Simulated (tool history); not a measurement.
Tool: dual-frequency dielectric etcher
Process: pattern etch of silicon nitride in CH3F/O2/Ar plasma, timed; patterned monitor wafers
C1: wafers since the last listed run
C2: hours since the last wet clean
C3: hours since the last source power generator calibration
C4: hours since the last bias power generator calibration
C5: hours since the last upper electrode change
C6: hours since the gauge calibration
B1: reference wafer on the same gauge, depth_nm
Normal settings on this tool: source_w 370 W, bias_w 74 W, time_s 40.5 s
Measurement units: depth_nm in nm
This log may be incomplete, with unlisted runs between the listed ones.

run 1 hour=0.0 | source_w=370 bias_w=74 time_s=40.5 | C1=0 C2=536.9 C3=4485.3 C4=1667.5 C5=3142.0 C6=256.3 | B1=25.41 | depth_nm=26.74
run 2 hour=10.4 | source_w=370 bias_w=74 time_s=40.5 | C1=188 C2=547.3 C3=4495.7 C4=1677.9 C5=3152.4 C6=266.7 | B1=25.42 | depth_nm=26.94
run 3 hour=22.3 | source_w=370 bias_w=74 time_s=40.5 | C1=215 C2=559.2 C3=4507.6 C4=1689.8 C5=3164.3 C6=278.6 | B1=25.40 | depth_nm=26.97
run 4 hour=36.5 | source_w=370 bias_w=67 time_s=40.5 | C1=256 C2=573.4 C3=4521.8 C4=1704.0 C5=3178.5 C6=292.8 | B1=25.40 | depth_nm=26.20
run 5 hour=54.3 | source_w=400 bias_w=66 time_s=40.5 | C1=322 C2=591.2 C3=4539.6 C4=1721.8 C5=3196.3 C6=310.6 | B1=25.41 | depth_nm=27.53
-- hour=55.9 gauge calibrated
run 6 hour=65.0 | source_w=430 bias_w=74 time_s=40.5 | C1=193 C2=601.9 C3=4550.3 C4=1732.5 C5=3207.0 C6=9.1 | B1=25.40 | depth_nm=29.53
run 7 hour=80.5 | source_w=430 bias_w=74 time_s=40.5 | C1=280 C2=617.4 C3=4565.8 C4=1748.0 C5=3222.5 C6=24.6 | B1=25.39 | depth_nm=29.62
run 8 hour=88.9 | source_w=370 bias_w=74 time_s=40.5 | C1=151 C2=625.8 C3=4574.2 C4=1756.4 C5=3230.9 C6=33.0 | B1=25.41 | depth_nm=27.25
-- hour=114.5 wet clean of the chamber
run 9 hour=115.0 | source_w=370 bias_w=74 time_s=40.5 | C1=37 C2=0.5 C3=4600.3 C4=1782.5 C5=3257.0 C6=59.1 | B1=25.41 | depth_nm=25.97
run 10 hour=115.4 | source_w=370 bias_w=74 time_s=40.5 | C1=7 C2=0.9 C3=4600.7 C4=1782.9 C5=3257.4 C6=59.5 | B1=25.42 | depth_nm=26.10
run 11 hour=127.9 | source_w=370 bias_w=74 time_s=40.5 | C1=226 C2=13.4 C3=4613.2 C4=1795.4 C5=3269.9 C6=72.0 | B1=25.42 | depth_nm=26.25
run 12 hour=134.9 | source_w=430 bias_w=74 time_s=40.5 | C1=126 C2=20.4 C3=4620.2 C4=1802.4 C5=3276.9 C6=79.0 | B1=25.39 | depth_nm=28.62
-- hour=143.8 bias power generator calibrated
run 13 hour=147.8 | source_w=450 bias_w=90 time_s=49.5 | C1=161 C2=33.3 C3=4633.1 C4=4.0 C5=3289.8 C6=91.9 | B1=25.39 | depth_nm=38.14
run 14 hour=163.3 | source_w=370 bias_w=62 time_s=40.5 | C1=280 C2=48.8 C3=4648.6 C4=19.5 C5=3305.3 C6=107.4 | B1=25.39 | depth_nm=24.94
run 15 hour=171.4 | source_w=370 bias_w=65 time_s=40.5 | C1=146 C2=56.9 C3=4656.7 C4=27.6 C5=3313.4 C6=115.5 | B1=25.41 | depth_nm=25.37

Run 16 comes next. What will it give?
run 16 hour=177.5 | source_w=450 bias_w=69 time_s=43.5 | C1=110 C2=63.0 C3=4662.8 C4=33.7 C5=3319.5 C6=121.6 | B1=? | depth_nm=?

Logged for run 16: B1 25.42, depth_nm 30.92 nm.
If the tool had no hidden condition, the same run with the same run-to-run variation would have returned depth_nm 30.70 nm.

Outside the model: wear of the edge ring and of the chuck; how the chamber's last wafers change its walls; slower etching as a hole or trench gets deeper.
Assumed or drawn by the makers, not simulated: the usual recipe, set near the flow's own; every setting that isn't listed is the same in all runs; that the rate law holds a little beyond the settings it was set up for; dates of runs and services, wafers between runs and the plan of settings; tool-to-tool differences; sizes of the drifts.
